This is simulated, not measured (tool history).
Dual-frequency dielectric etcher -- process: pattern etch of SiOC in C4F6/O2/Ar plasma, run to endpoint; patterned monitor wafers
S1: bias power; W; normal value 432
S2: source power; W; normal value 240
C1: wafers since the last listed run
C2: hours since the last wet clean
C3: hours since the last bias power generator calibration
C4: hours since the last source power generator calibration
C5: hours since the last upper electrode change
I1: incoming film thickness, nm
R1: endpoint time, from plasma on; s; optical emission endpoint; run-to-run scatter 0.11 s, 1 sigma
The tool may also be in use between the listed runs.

run,hour,S1,S2,C1,C2,C3,C4,C5,I1,R1
1,0.0,432,240,0,142.7,2655.8,2931.8,4025.7,39.57,16.1
2,201.0,432,280,4022,343.7,2856.8,3132.8,4226.7,39.34,15.1
3,227.9,432,280,538,370.6,2883.7,3159.7,4253.6,39.36,15.0
4,270.9,432,280,860,413.6,2926.7,3202.7,4296.6,39.45,15.0
5,320.9,432,240,1000,463.6,2976.7,3252.7,4346.6,39.22,15.6
6,356.6,432,240,714,499.3,3012.4,3288.4,4382.3,39.60,15.7
# hour 388.1: wet clean of the chamber
7,388.6,432,240,160,0.5,3044.4,3320.4,4414.3,39.65,16.6
8,415.1,349,190,530,27.0,3070.9,3346.9,4440.8,39.35,18.6
9,476.7,484,240,1232,88.6,3132.5,3408.5,4502.4,39.42,16.0
# hour 495.9: source power generator calibrated
# hour 559.2: upper electrode replaced
10,559.7,336,220,1100,171.6,3215.5,63.8,0.5,39.40,17.4
# hour 594.2: bias power generator calibrated
11,604.1,432,240,808,216.0,9.9,108.2,44.9,39.69,16.2
12,671.4,350,220,1346,283.3,77.2,175.5,112.2,39.55,17.2
13,731.5,432,240,1202,343.4,137.3,235.6,172.3,39.25,15.8

Run 14 has not been measured yet. What should we expect?
14,764.1,464,270,652,376.0,169.9,268.2,204.9,39.32,?

Logged for run 14: R1 14.8 s.
Were there no unlogged condition in the tool, this run, its random variation unchanged, would have produced R1 15.4 s.
